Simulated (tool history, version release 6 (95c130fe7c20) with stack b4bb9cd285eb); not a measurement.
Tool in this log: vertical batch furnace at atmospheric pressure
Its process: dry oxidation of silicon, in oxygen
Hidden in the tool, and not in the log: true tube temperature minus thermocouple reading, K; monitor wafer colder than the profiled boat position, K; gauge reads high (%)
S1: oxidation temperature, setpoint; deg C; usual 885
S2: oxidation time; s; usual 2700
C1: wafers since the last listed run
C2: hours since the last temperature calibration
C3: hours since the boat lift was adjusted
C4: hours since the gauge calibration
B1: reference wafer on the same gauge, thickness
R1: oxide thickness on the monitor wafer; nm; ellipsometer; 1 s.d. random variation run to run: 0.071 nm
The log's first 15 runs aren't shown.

| run | hour | S1 | S2 | C1 | C2 | C3 | C4 | B1 | R1 |
|---|---|---|---|---|---|---|---|---|---|
| 16 | 1202.4 | 869 | 3120 | 795 | 2620.4 | 1930.8 | 3065.3 | 23.70 | 23.10 |
|  | 1263.5 | gauge calibrated |
| 17 | 1278.1 | 876 | 2160 | 1119 | 2696.1 | 2006.5 | 14.6 | 23.70 | 19.79 |
|  | 1327.4 | thermocouples replaced and temperature profile calibrated |
| 18 | 1335.4 | 885 | 2700 | 492 | 8.0 | 2063.8 | 71.9 | 23.72 | 23.50 |
| 19 | 1384.6 | 892 | 1530 | 727 | 57.2 | 2113.0 | 121.1 | 23.69 | 17.92 |
| 20 | 1622.4 | 873 | 2100 | 3516 | 295.0 | 2350.8 | 358.9 | 23.69 | 18.22 |
| 21 | 1682.2 | 885 | 2700 | 884 | 354.8 | 2410.6 | 418.7 | 23.68 | 23.57 |
|  | 1742.4 | boat lift adjusted |
| 22 | 1742.9 | 866 | 1920 | 542 | 415.5 | 0.5 | 479.4 | 23.71 | 16.30 |
| 23 | 1788.4 | 885 | 2700 | 672 | 461.0 | 46.0 | 524.9 | 23.69 | 23.54 |
| 24 | 1893.6 | 896 | 1470 | 1555 | 566.2 | 151.2 | 630.1 | 23.71 | 18.16 |
| 25 | 1934.8 | 909 | 2100 | 609 | 607.4 | 192.4 | 671.3 | 23.69 | 25.06 |
| 26 | 2002.2 | 899 | 2700 | 996 | 674.8 | 259.8 | 738.7 | 23.70 | 26.78 |
| 27 | 2064.1 | 862 | 3240 | 915 | 736.7 | 321.7 | 800.6 | 23.71 | 21.42 |
| 28 | 2171.4 | 885 | 2700 | 1586 | 844.0 | 429.0 | 907.9 | 23.69 | 23.60 |
| 29 | 2265.6 | 885 | 2700 | 1393 | 938.2 | 523.2 | 1002.1 | 23.70 | 23.68 |
| 30 | 2369.7 | 898 | 3630 | 1539 | 1042.3 | 627.3 | 1106.2 | 23.70 | 32.19 |
| 31 | 2409.5 | 876 | 2700 | 588 | 1082.1 | 667.1 | 1146.0 | 23.69 | 21.77 |
| 32 | 2510.3 | 885 | 2700 | 1490 | 1182.9 | 767.9 | 1246.8 | 23.70 | 23.76 |
| 33 | 2604.0 | 885 | 3330 | 1385 | 1276.6 | 861.6 | 1340.5 | 23.69 | 27.15 |
| 34 | 2781.1 | 867 | 3360 | 2618 | 1453.7 | 1038.7 | 1517.6 | 23.70 | 23.01 |
| 35 | 2825.6 | 885 | 3870 | 658 | 1498.2 | 1083.2 | 1562.1 | 23.70 | 29.98 |
| 36 | 2873.1 | 885 | 2700 | 702 | 1545.7 | 1130.7 | 1609.6 | 23.69 | 23.90 |
| 37 | 2946.7 | 863 | 3810 | 1088 | 1619.3 | 1204.3 | 1683.2 | 23.71 | 24.12 |
| 38 | 3042.4 | 885 | 2700 | 1415 | 1715.0 | 1300.0 | 1778.9 | 23.70 | 23.97 |
| 39 | 3115.3 | 904 | 3570 | 1078 | 1787.9 | 1372.9 | 1851.8 | 23.70 | 34.19 |
| 40 | 3182.2 | 885 | 2700 | 989 | 1854.8 | 1439.8 | 1918.7 | 23.69 | 24.12 |

Predict each of these 3 candidate next runs independently; none follows another, all start after run 40:
| A | 3187.2 | 872 | 2700 | 73 | 1859.8 | 1444.8 | 1923.7 | ? | ? |
| B | 3187.2 | 874 | 3840 | 73 | 1859.8 | 1444.8 | 1923.7 | ? | ? |
| C | 3187.2 | 870 | 3150 | 73 | 1859.8 | 1444.8 | 1923.7 | ? | ? |

| run | B1 | R1 |
|---|---|---|
| A | 23.70 | 21.27 |
| B | 23.70 | 26.90 |
| C | 23.70 | 22.92 |
Stripped of hidden state, with their random variation kept, the same runs would have yielded:
| run | R1 |
|---|---|
| A | 20.70 |
| B | 26.16 |
| C | 22.30 |

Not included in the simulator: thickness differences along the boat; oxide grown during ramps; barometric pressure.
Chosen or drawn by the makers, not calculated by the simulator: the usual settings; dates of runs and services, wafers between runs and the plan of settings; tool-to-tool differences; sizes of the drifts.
